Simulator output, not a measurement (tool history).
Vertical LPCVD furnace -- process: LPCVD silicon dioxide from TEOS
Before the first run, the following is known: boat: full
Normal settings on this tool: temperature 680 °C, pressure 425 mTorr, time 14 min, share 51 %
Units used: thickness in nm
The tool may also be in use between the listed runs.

run    hour  temperature  pressure  time  share  read-back reference wafer on the same gauge, thickness  thickness
  1       0          680       425    14     51                                                   64.08       68.8
  2    40.4          680       425    14     51                                                   64.05      68.38
  3     124          680       425    14     51                                                   64.11      68.82
  4   206.4          680       425    14     51                                                   64.09      68.66
      413.5  -- TEOS flow controller replaced
  5   439.9          680       425    14     51                                                   64.14      68.76
  6   477.3          680       485    14     51                                                    64.1      73.16
  7   547.8          680       485    14     51                                                   64.13      73.05
  8   653.4          680       485    14     51                                                   64.12      73.27
  9   694.1          680       380  12.5     51                                                   64.06      57.98
 10   765.7          689       425    14     51                                                   64.06       85.2
 11   854.8          680       470    14     51                                                   64.09      72.28
      902.7  -- thermocouples replaced and temperature profile calibrated
 12   939.7          680       425    14     51                                                   64.08      68.78
 13  1041.7          668       375  18.5     46                                                   64.03       60.3
 14  1134.9          680       470    14     48                                                    64.1      70.31
 15  1189.2          680       425    14     51                                                    64.1      69.09
     1295.4  -- pressure gauge zeroed
 16  1295.9          671       335   8.5     59                                                   64.11       31.3
 17  1334.8          683       520    14     42                                                   64.07      71.83

Run 18 comes next. What will it give?
 18  1375.5          669       425    14     51                                                       ?          ?

Run 18 gave read-back reference wafer on the same gauge, thickness 64.13, thickness 50.96 nm.
Without the tool's hidden state the same run would have given thickness 50.87 nm.
